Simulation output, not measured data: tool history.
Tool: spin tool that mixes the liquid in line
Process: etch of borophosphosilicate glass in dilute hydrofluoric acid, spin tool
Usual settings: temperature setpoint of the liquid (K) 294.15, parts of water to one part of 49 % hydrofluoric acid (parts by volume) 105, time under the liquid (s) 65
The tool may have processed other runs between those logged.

run,hour,temperature setpoint of the liquid (K),parts of water to one part of 49 % hydrofluoric acid (parts by volume),time under the liquid (s),wafers since the last listed run,hours since the thermometer was replaced,hours since the hydrofluoric acid flow meter was replaced,hours since the gauge calibration,"read-back film thickness of the borophosphosilicate glass reference wafer, read on the same gauge (nm)",thickness taken off the borophosphosilicate glass on a monitor wafer (nm)
1,0.0,294.15,105,65,0,335.9,1031.5,1571.2,120.00,13.16
2,75.0,294.15,105,65,627,410.9,1106.5,1646.2,120.01,13.02
3,287.4,294.15,105,65,1778,623.3,1318.9,1858.6,120.04,13.12
4,352.3,294.15,105,65,543,688.2,1383.8,1923.5,120.01,13.08
5,407.0,294.15,105,65,457,742.9,1438.5,1978.2,119.98,13.12
6,470.1,294.15,105,65,528,806.0,1501.6,2041.3,120.02,13.05
# hour 507.0: hydrofluoric acid flow meter replaced
7,520.6,294.15,105,65,414,856.5,13.6,2091.8,120.01,12.73
8,585.9,294.15,105,65,546,921.8,78.9,2157.1,120.05,12.70
9,786.1,294.15,105,65,1676,1122.0,279.1,2357.3,120.00,12.62
10,890.7,294.15,105,65,875,1226.6,383.7,2461.9,119.98,12.66
11,987.1,294.15,105,65,807,1323.0,480.1,2558.3,119.96,12.61
12,1051.4,294.15,130,65,538,1387.3,544.4,2622.6,119.99,9.97
13,1120.2,296.65,115,65,576,1456.1,613.2,2691.4,120.03,12.47
14,1223.1,294.15,85,65,861,1559.0,716.1,2794.3,119.99,15.91
# hour 1226.8: gauge calibrated
15,1279.1,294.15,105,65,468,1615.0,772.1,52.3,120.00,12.55
16,1366.8,296.65,150,65,734,1702.7,859.8,140.0,120.00,9.16
# hour 1385.3: thermometer replaced
17,1426.8,292.65,140,100,493,41.5,919.8,200.0,119.99,13.96
18,1503.0,291.15,65,65,637,117.7,996.0,276.2,119.97,19.82
19,1589.1,291.65,125,65,720,203.8,1082.1,362.3,120.00,9.83
20,1629.7,291.65,105,65,339,244.4,1122.7,402.9,119.97,11.87
# hour 1675.9: hydrofluoric acid flow meter replaced
21,1682.7,294.15,120,100,435,297.4,6.8,455.9,120.00,17.07
22,1787.0,290.15,75,80,873,401.7,111.1,560.2,120.00,19.34
23,1876.6,294.15,145,90,750,491.3,200.7,649.8,119.97,12.21
24,1958.8,294.15,105,65,688,573.5,282.9,732.0,120.01,12.83
25,2242.6,290.65,150,40,2376,857.3,566.7,1015.8,119.98,4.54
26,2287.3,294.15,105,45,374,902.0,611.4,1060.5,119.98,8.81

Describe how what the log doesn't record of the tool's condition differs between the last listed run preceding each entry between runs and the first listed run following it.
Runs 6 to 7: hydrofluoric acid flow meter replaced (hour 507.0)
  liquid colder than its thermometer reads (K): 0.724 -> 0.764; hydrofluoric acid flow above the setpoint (%): 2.87 -> 0.251
  measured value less the no-hidden-state value, thickness taken off the borophosphosilicate glass on a monitor wafer (nm): +0.03 -> -0.37
Runs 14 to 15: gauge calibrated (hour 1226.8)
  liquid colder than its thermometer reads (K): 1.31 -> 1.35; hydrofluoric acid flow above the setpoint (%): 1.52 -> 1.62
  measured value less the no-hidden-state value, thickness taken off the borophosphosilicate glass on a monitor wafer (nm): -0.61 -> -0.47
Runs 16 to 17: thermometer replaced (hour 1385.3)
  liquid colder than its thermometer reads (K): 1.42 -> 0.15; hydrofluoric acid flow above the setpoint (%): 1.78 -> 1.89
  measured value less the no-hidden-state value, thickness taken off the borophosphosilicate glass on a monitor wafer (nm): -0.32 -> +0.21
Runs 20 to 21: hydrofluoric acid flow meter replaced (hour 1675.9)
  liquid colder than its thermometer reads (K): 0.309 -> 0.35; hydrofluoric acid flow above the setpoint (%): 2.25 -> 0.0708
  measured value less the no-hidden-state value, thickness taken off the borophosphosilicate glass on a monitor wafer (nm): +0.14 -> -0.23
